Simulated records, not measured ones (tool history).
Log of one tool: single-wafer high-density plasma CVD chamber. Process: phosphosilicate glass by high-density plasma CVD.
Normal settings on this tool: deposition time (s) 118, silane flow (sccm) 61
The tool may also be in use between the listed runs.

run    hour  deposition time (s)  silane flow (sccm)  read-back reference wafer on the same gauge, thickness_nm  mean film thickness on the monitor wafer (angstrom)
  1     0.0                  112                  56                                                    746.093                                              5531.16
  2    46.9                  112                  56                                                    745.814                                              5558.02
  3    85.1                  118                  61                                                    746.428                                              6331.84
  4   153.2                  118                  61                                                    746.145                                              6316.11
  5   222.7                  118                  61                                                    745.677                                              6329.94
  6   283.6                  118                  61                                                    745.639                                              6342.21
  7   328.8                  100                  61                                                    746.361                                              5335.96
  8   366.0                  100                  61                                                    745.818                                              5345.17
  9   399.3                  100                  61                                                    745.698                                              5330.89
 10   455.3                  118                  61                                                    746.114                                              6316.12
 11   502.2                  118                  61                                                    745.566                                              6320.91
 12   564.7                  118                  52                                                    746.564                                              5458.59
 13   607.0                  118                  61                                                    746.415                                              6333.14
      680.3  -- silane flow controller replaced
 14   680.8                  118                  61                                                    745.445                                              6320.48
 15   718.7                  124                  68                                                    746.811                                              7382.82
 16   784.4                  118                  61                                                    745.578                                              6321.81
      840.2  -- gauge calibrated
 17   853.0                  134                  70                                                    746.011                                              8160.10
 18   920.4                   94                  68                                                    745.718                                              5555.46
 19   980.1                  118                  61                                                    745.783                                              6306.38
 20  1045.1                  125                  73                                                    745.899                                              7917.88
 21  1091.7                  137                  71                                                    746.047                                              8412.67
 22  1130.0                  138                  61                                                    745.367                                              7378.42
 23  1170.9                  118                  61                                                    745.377                                              6330.01
 24  1201.0                   98                  72                                                    745.954                                              6123.21
 25  1228.8                   97                  67                                                    746.269                                              5674.66
 26  1291.6                  136                  53                                                    746.106                                              6406.08
 27  1322.2                  126                  68                                                    746.166                                              7468.44
 28  1387.1                  118                  61                                                    745.986                                              6328.64
 29  1438.5                  132                  61                                                    745.985                                              7075.57

List, for all runs, the conditions of the tool that the log does not record:
delivered silane flow above the setpoint (%): 0 across all the runs
gauge reads high (%): 0 across all the runs
